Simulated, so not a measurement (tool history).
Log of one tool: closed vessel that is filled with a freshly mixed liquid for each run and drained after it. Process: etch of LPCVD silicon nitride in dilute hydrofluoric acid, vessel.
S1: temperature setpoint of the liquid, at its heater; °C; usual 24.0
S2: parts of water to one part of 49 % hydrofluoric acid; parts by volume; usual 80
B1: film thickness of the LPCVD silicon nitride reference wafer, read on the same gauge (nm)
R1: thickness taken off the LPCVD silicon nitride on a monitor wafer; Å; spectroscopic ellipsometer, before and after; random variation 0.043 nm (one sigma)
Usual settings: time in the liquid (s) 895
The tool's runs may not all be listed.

run 1 hour=0.0 | S1=24.0 S2=80 time_in_the_liquid_(s)=895 | B1=100.00 | R1=50.9
run 2 hour=180.5 | S1=20.5 S2=80 time_in_the_liquid_(s)=1025 | B1=100.04 | R1=45.6
run 3 hour=257.1 | S1=20.5 S2=80 time_in_the_liquid_(s)=1025 | B1=100.02 | R1=46.0
run 4 hour=339.8 | S1=24.0 S2=80 time_in_the_liquid_(s)=895 | B1=99.97 | R1=51.5
run 5 hour=657.5 | S1=24.0 S2=80 time_in_the_liquid_(s)=895 | B1=99.98 | R1=50.1
run 6 hour=759.5 | S1=24.0 S2=80 time_in_the_liquid_(s)=895 | B1=99.95 | R1=51.0
run 7 hour=1043.3 | S1=24.0 S2=80 time_in_the_liquid_(s)=1045 | B1=100.03 | R1=60.4
run 8 hour=1316.5 | S1=24.0 S2=80 time_in_the_liquid_(s)=1045 | B1=100.03 | R1=60.1
run 9 hour=1380.8 | S1=24.0 S2=80 time_in_the_liquid_(s)=895 | B1=100.03 | R1=51.3
-- hour=1434.8 hydrofluoric acid flow meter replaced
-- hour=1444.1 thermometer replaced
run 10 hour=1448.6 | S1=24.0 S2=80 time_in_the_liquid_(s)=895 | B1=100.03 | R1=49.8
run 11 hour=1549.9 | S1=24.0 S2=80 time_in_the_liquid_(s)=895 | B1=99.99 | R1=50.3
run 12 hour=1655.8 | S1=20.5 S2=80 time_in_the_liquid_(s)=1025 | B1=100.00 | R1=45.4
run 13 hour=1744.0 | S1=24.0 S2=80 time_in_the_liquid_(s)=750 | B1=100.02 | R1=42.3
run 14 hour=1799.5 | S1=24.0 S2=90 time_in_the_liquid_(s)=645 | B1=100.05 | R1=32.5
run 15 hour=1890.2 | S1=22.5 S2=40 time_in_the_liquid_(s)=510 | B1=100.02 | R1=50.7
-- hour=1907.8 gauge calibrated
run 16 hour=1947.3 | S1=24.0 S2=80 time_in_the_liquid_(s)=895 | B1=100.00 | R1=50.7
run 17 hour=2035.5 | S1=28.0 S2=80 time_in_the_liquid_(s)=725 | B1=100.01 | R1=52.5
run 18 hour=2096.6 | S1=24.0 S2=80 time_in_the_liquid_(s)=895 | B1=100.03 | R1=50.0
run 19 hour=2158.7 | S1=22.0 S2=110 time_in_the_liquid_(s)=1090 | B1=99.98 | R1=39.6
run 20 hour=2205.4 | S1=24.0 S2=80 time_in_the_liquid_(s)=895 | B1=100.00 | R1=50.6
run 21 hour=2286.9 | S1=24.0 S2=80 time_in_the_liquid_(s)=1230 | B1=100.01 | R1=70.5
run 22 hour=2364.6 | S1=20.5 S2=100 time_in_the_liquid_(s)=1335 | B1=100.01 | R1=48.0
run 23 hour=2429.3 | S1=28.0 S2=60 time_in_the_liquid_(s)=895 | B1=99.97 | R1=88.1
run 24 hour=2501.0 | S1=22.0 S2=80 time_in_the_liquid_(s)=1285 | B1=100.06 | R1=64.0
run 25 hour=2537.4 | S1=19.0 S2=60 time_in_the_liquid_(s)=895 | B1=100.03 | R1=47.7
run 26 hour=2658.8 | S1=24.0 S2=80 time_in_the_liquid_(s)=895 | B1=100.03 | R1=50.8
run 27 hour=2722.5 | S1=24.0 S2=80 time_in_the_liquid_(s)=895 | B1=100.02 | R1=50.9
run 28 hour=2778.4 | S1=24.0 S2=80 time_in_the_liquid_(s)=525 | B1=100.00 | R1=29.8
run 29 hour=2868.2 | S1=20.5 S2=110 time_in_the_liquid_(s)=895 | B1=100.02 | R1=29.3
run 30 hour=2922.9 | S1=26.5 S2=80 time_in_the_liquid_(s)=1230 | B1=99.99 | R1=83.8
run 31 hour=3005.1 | S1=27.5 S2=80 time_in_the_liquid_(s)=630 | B1=99.99 | R1=45.7

Forecast each of these 5 alternatives for the next run:
run A hour=3006.0 | S1=24.0 S2=80 time_in_the_liquid_(s)=895 | B1=? | R1=?
run B hour=3006.0 | S1=28.5 S2=55 time_in_the_liquid_(s)=895 | B1=? | R1=?
run C hour=3006.0 | S1=28.5 S2=110 time_in_the_liquid_(s)=1090 | B1=? | R1=?
run D hour=3006.0 | S1=28.0 S2=100 time_in_the_liquid_(s)=685 | B1=? | R1=?
run E hour=3006.0 | S1=20.5 S2=105 time_in_the_liquid_(s)=1300 | B1=? | R1=?

run=A B1=100.04 R1=51.9
run=B B1=100.04 R1=101.2
run=C B1=100.04 R1=61.9
run=D B1=100.04 R1=41.4
run=E B1=100.04 R1=45.6
Without the tool's hidden state the same runs would have given:
run=A R1=50.7
run=B R1=98.7
run=C R1=60.3
run=D R1=40.4
run=E R1=44.6
